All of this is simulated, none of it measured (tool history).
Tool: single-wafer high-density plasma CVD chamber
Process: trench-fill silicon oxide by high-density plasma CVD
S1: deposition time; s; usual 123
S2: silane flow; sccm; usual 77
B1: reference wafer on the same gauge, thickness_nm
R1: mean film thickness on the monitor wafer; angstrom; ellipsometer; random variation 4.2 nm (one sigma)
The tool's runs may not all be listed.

{"run": 1, "hour": 0.0, "S1": 123, "S2": 77, "B1": 980.405, "R1": 9853.79}
{"run": 2, "hour": 20.1, "S1": 123, "S2": 77, "B1": 979.681, "R1": 9782.72}
{"run": 3, "hour": 53.8, "S1": 123, "S2": 77, "B1": 980.496, "R1": 9788.13}
{"run": 4, "hour": 128.7, "S1": 133, "S2": 77, "B1": 979.623, "R1": 10512.68}
{"run": 5, "hour": 154.4, "S1": 133, "S2": 77, "B1": 979.81, "R1": 10484.81}
{"run": 6, "hour": 167.8, "S1": 123, "S2": 77, "B1": 978.041, "R1": 9721.24}
{"run": 7, "hour": 191.7, "S1": 123, "S2": 77, "B1": 979.628, "R1": 9743.24}
{"run": 8, "hour": 219.4, "S1": 123, "S2": 77, "B1": 981.821, "R1": 9720.11}
{"hour": 263.4, "done": "gauge calibrated"}
{"run": 9, "hour": 271.7, "S1": 123, "S2": 77, "B1": 980.625, "R1": 9725.8}
{"run": 10, "hour": 289.6, "S1": 123, "S2": 77, "B1": 978.825, "R1": 9577.45}
{"run": 11, "hour": 311.3, "S1": 123, "S2": 77, "B1": 980.556, "R1": 9558.62}
{"run": 12, "hour": 332.4, "S1": 134, "S2": 87, "B1": 980.131, "R1": 11927.65}
{"hour": 348.7, "done": "silane flow controller replaced"}
{"run": 13, "hour": 365.5, "S1": 123, "S2": 77, "B1": 980.698, "R1": 10190.47}
{"run": 14, "hour": 400.7, "S1": 139, "S2": 73, "B1": 980.675, "R1": 10900.12}
{"run": 15, "hour": 414.6, "S1": 123, "S2": 91, "B1": 981.078, "R1": 12070.61}
{"run": 16, "hour": 434.8, "S1": 123, "S2": 77, "B1": 978.689, "R1": 10204.27}
{"run": 17, "hour": 453.6, "S1": 141, "S2": 71, "B1": 978.807, "R1": 10855.87}
{"run": 18, "hour": 470.7, "S1": 116, "S2": 77, "B1": 978.026, "R1": 9701.77}
{"run": 19, "hour": 500.6, "S1": 141, "S2": 63, "B1": 978.568, "R1": 9589.21}
{"run": 20, "hour": 530.9, "S1": 102, "S2": 86, "B1": 979.29, "R1": 9493.69}
{"run": 21, "hour": 550.0, "S1": 114, "S2": 87, "B1": 980.174, "R1": 10676.51}
{"run": 22, "hour": 581.1, "S1": 111, "S2": 71, "B1": 979.896, "R1": 8494.42}
{"run": 23, "hour": 597.2, "S1": 123, "S2": 77, "B1": 979.617, "R1": 10176.01}
{"run": 24, "hour": 618.4, "S1": 123, "S2": 85, "B1": 979.783, "R1": 11271.53}
{"run": 25, "hour": 650.3, "S1": 137, "S2": 71, "B1": 981.34, "R1": 10547.95}
{"run": 26, "hour": 670.7, "S1": 123, "S2": 77, "B1": 979.474, "R1": 10219.41}

5 ways to go on from here, each from the tool as it stands after run 26. What would each give?
{"run": "A", "hour": 671.1, "S1": 123, "S2": 77, "B1": "?", "R1": "?"}
{"run": "B", "hour": 671.1, "S1": 139, "S2": 77, "B1": "?", "R1": "?"}
{"run": "C", "hour": 671.1, "S1": 123, "S2": 72, "B1": "?", "R1": "?"}
{"run": "D", "hour": 671.1, "S1": 123, "S2": 70, "B1": "?", "R1": "?"}
{"run": "E", "hour": 671.1, "S1": 123, "S2": 67, "B1": "?", "R1": "?"}

run=A B1=978.573 R1=10249.89
run=B B1=978.573 R1=11583.21
run=C B1=978.573 R1=9584.31
run=D B1=978.573 R1=9318.08
run=E B1=978.573 R1=8918.73
Without the tool's hidden state the same runs would have given:
run=A R1=10326.87
run=B R1=11670.21
run=C R1=9656.3
run=D R1=9388.07
run=E R1=8985.72

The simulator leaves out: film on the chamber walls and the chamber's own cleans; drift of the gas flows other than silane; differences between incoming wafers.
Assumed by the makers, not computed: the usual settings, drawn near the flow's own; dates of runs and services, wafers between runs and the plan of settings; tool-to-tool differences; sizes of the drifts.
